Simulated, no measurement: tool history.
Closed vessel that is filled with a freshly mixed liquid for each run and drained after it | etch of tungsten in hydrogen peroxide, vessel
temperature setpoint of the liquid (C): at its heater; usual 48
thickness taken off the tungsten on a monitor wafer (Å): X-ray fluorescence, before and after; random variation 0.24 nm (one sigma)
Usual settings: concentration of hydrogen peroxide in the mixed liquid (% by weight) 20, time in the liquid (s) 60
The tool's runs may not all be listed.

run   hour  temperature setpoint of the liquid (C)  concentration of hydrogen peroxide in the mixed liquid (% by weight)  time in the liquid (s)  wafers since the last listed run  hours since the thermometer was replaced  hours since the peroxide flow meter was replaced  hours since the drum of peroxide was connected  hours since the gauge calibration  read-back film thickness of the tungsten reference wafer, read on the same gauge (nm)  thickness taken off the tungsten on a monitor wafer (Å)
  1      0                                      48                                                                    23                      60                                 0                                      1809                                            1249.5                                          1037.1                              604.4                                                                                  50.01                                                    388.4
  2      9                                      48                                                                    23                      60                               590                                      1818                                            1258.5                                          1046.1                              613.4                                                                                  50.01                                                    389.8
  3   21.9                                      48                                                                    20                      60                               845                                    1830.9                                            1271.4                                            1059                              626.3                                                                                     50                                                    363.5
  4   30.5                                      48                                                                    20                      60                               563                                    1839.5                                              1280                                          1067.6                              634.9                                                                                  50.01                                                    364.4
      38.4  -- thermometer replaced
  5   47.1                                      48                                                                    20                      60                              1023                                       8.7                                            1296.6                                          1084.2                              651.5                                                                                  50.01                                                    416.5
  6   55.6                                      48                                                                    20                      60                               557                                      17.2                                            1305.1                                          1092.7                                660                                                                                     50                                                    417.9
  7   67.5                                      57                                                                    14                      30                               780                                      29.1                                              1317                                          1104.6                              671.9                                                                                     50                                                    298.5
      76.2  -- gauge calibrated
  8   83.3                                      48                                                                    20                      60                              1036                                      44.9                                            1332.8                                          1120.4                                7.1                                                                                     50                                                    416.7
  9   90.4                                      58                                                                  14.5                      60                               465                                        52                                            1339.9                                          1127.5                               14.2                                                                                  50.01                                                    642.5
 10  101.6                                    53.5                                                                  16.5                      50                               734                                      63.2                                            1351.1                                          1138.7                               25.4                                                                                  49.99                                                    437.8
 11  115.5                                      45                                                                  15.5                      60                               911                                      77.1                                              1365                                          1152.6                               39.3                                                                                     50                                                    303.7
 12  126.6                                      54                                                                  15.5                      70                               727                                      88.2                                            1376.1                                          1163.7                               50.4                                                                                  50.02                                                    615.7
     152.7  -- new drum of peroxide connected
 13  164.2                                      40                                                                    18                      60                              2400                                     125.8                                            1413.7                                            11.5                                 88                                                                                  49.98                                                    236.5
 14  176.5                                    50.5                                                                    20                      85                               806                                     138.1                                              1426                                            23.8                              100.3                                                                                  50.03                                                    678.9
 15  186.6                                      48                                                                    20                      60                               662                                     148.2                                            1436.1                                            33.9                              110.4                                                                                     50                                                    413.7
 16  193.1                                      53                                                                    20                      80                               426                                     154.7                                            1442.6                                            40.4                              116.9                                                                                  49.98                                                    740.3
 17  201.5                                    42.5                                                                  25.5                      95                               550                                     163.1                                              1451                                            48.8                              125.3                                                                                  49.97                                                    518.4
 18  216.9                                    40.5                                                                  15.5                      50                              1009                                     178.5                                            1466.4                                            64.2                              140.7                                                                                  50.01                                                    188.3
 19  224.8                                      51                                                                  15.5                      95                               518                                     186.4                                            1474.3                                            72.1                              148.6                                                                                  50.01                                                    689.7
 20  237.1                                      48                                                                    25                      30                               806                                     198.7                                            1486.6                                            84.4                              160.9                                                                                     50                                                    226.9
       243  -- peroxide flow meter replaced
 21  252.7                                      48                                                                    20                      60                               957                                     214.3                                               9.7                                             100                              176.5                                                                                  50.04                                                    410.1
 22  261.1                                      48                                                                    20                      60                               550                                     222.7                                              18.1                                           108.4                              184.9                                                                                  50.03                                                    413.7
 23  273.5                                      53                                                                    17                      40                               813                                     235.1                                              30.5                                           120.8                              197.3                                                                                  49.99                                                    347.4
 24  283.9                                    55.5                                                                    20                      60                               682                                     245.5                                              40.9                                           131.2                              207.7                                                                                  50.01                                                    644.2
 25  297.3                                      48                                                                    20                      60                               878                                     258.9                                              54.3                                           144.6                              221.1                                                                                  49.96                                                    408.3
 26  307.3                                      48                                                                    20                      60                               655                                     268.9                                              64.3                                           154.6                              231.1                                                                                  49.99                                                    409.5
 27    320                                    57.5                                                                  22.5                      45                               832                                     281.6                                                77                                           167.3                              243.8                                                                                  50.02                                                    578.5
 28  357.1                                    52.5                                                                    20                      70                              2432                                     318.7                                             114.1                                           204.4                              280.9                                                                                  49.99                                                    630.7
 29  372.8                                    56.5                                                                  23.5                      75                              1029                                     334.4                                             129.8                                           220.1                              296.6                                                                                     50                                                    932.1

5 ways to go on from here, each from the tool as it stands after run 29. What would each give?
  A  373.5                                      45                                                                    20                      60                                45                                     335.1                                             130.5                                           220.8                              297.3                                                                                      ?                                                        ?
  B  373.5                                    43.5                                                                    22                      75                                45                                     335.1                                             130.5                                           220.8                              297.3                                                                                      ?                                                        ?
  C  373.5                                      44                                                                    20                      60                                45                                     335.1                                             130.5                                           220.8                              297.3                                                                                      ?                                                        ?
  D  373.5                                      43                                                                    16                      40                                45                                     335.1                                             130.5                                           220.8                              297.3                                                                                      ?                                                        ?
  E  373.5                                      58                                                                  15.5                      30                                45                                     335.1                                             130.5                                           220.8                              297.3                                                                                      ?                                                        ?

run  read-back film thickness of the tungsten reference wafer, read on the same gauge (nm)  thickness taken off the tungsten on a monitor wafer (Å)
  A                                                                                  50.02                                                    334.9
  B                                                                                  50.02                                                    399.2
  C                                                                                  50.02                                                    314.3
  D                                                                                  50.02                                                    175.8
  E                                                                                  50.02                                                    324.8
Without the tool's hidden state the same runs would have given:
run  thickness taken off the tungsten on a monitor wafer (Å)
  A                                                    345.2
  B                                                    411.6
  C                                                    324.1
  D                                                    181.3
  E                                                      334

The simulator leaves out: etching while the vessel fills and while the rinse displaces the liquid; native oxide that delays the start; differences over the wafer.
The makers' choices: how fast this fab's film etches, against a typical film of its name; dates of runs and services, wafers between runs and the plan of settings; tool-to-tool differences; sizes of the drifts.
